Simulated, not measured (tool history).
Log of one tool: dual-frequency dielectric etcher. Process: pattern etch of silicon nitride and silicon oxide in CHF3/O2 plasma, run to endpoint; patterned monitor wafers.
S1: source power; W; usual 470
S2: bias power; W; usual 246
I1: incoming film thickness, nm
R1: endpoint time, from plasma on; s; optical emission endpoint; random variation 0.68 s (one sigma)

run   hour   S1   S2     I1     R1
  1      0  470  246  256.5  164.7
  2   17.3  520  246  262.2    162
  3     30  520  246  258.1  159.2
  4   36.3  470  246  257.1  164.7
  5   48.7  470  246  258.3  166.4
  6   58.8  470  246  258.3  165.8
  7   73.5  470  246  259.4    167
      88.5  -- bias power generator calibrated
  8     89  470  246  260.9  169.2
  9  104.1  470  246  262.2  169.6
     131.8  -- upper electrode replaced
 10  132.3  500  246  259.4  164.2
 11  132.7  550  246  256.9  157.9
 12  133.9  550  246  261.7  159.2
     173.4  -- wet clean of the chamber
 13  173.9  550  246  259.4  162.9
 14  174.3  470  246  260.7  174.2
 15  174.6  470  246  260.5  172.4
 16  181.1  550  304  257.2  147.3
 17  195.6  360  228  258.8  195.4
 18  206.9  470  199  256.3  184.9
 19  221.8  380  246  259.5  187.3
       249  -- source power generator calibrated
     255.7  -- wet clean of the chamber, repeated, since the last time left the tool worse
 20  256.2  420  300  257.3  155.8
 21  256.5  470  246  258.3  161.6
 22  256.9  560  293  258.5  141.6
 23  265.3  560  209  258.8  160.9
 24  282.4  540  223  259.6  160.5
 25  297.2  470  246  258.2  161.7
 26  308.3  380  185  259.7  196.6
 27  325.6  520  220  258.8  162.4
 28  331.7  560  293  257.2  141.5
 29  338.2  470  246  258.9  162.2
 30  345.2  470  246  256.6  162.4
 31  357.1  410  293    263  162.3
 32    368  470  219    260  171.9
 33  407.5  520  292    259  147.9
 34  423.6  470  246  260.8  165.4

5 ways to go on from here, each from the tool as it stands after run 34. What would each give?
  A  424.1  510  246  257.5   ?
  B  424.1  470  191  257.5   ?
  C  424.1  570  274  257.5   ?
  D  424.1  430  246  257.5   ?
  E  424.1  470  211  257.5   ?

run     R1
  A  157.5
  B  179.1
  C  144.9
  D  167.9
  E  172.4
Without the tool's hidden state the same runs would have given:
run     R1
  A  155.9
  B  177.3
  C  143.4
  D  166.2
  E  170.6
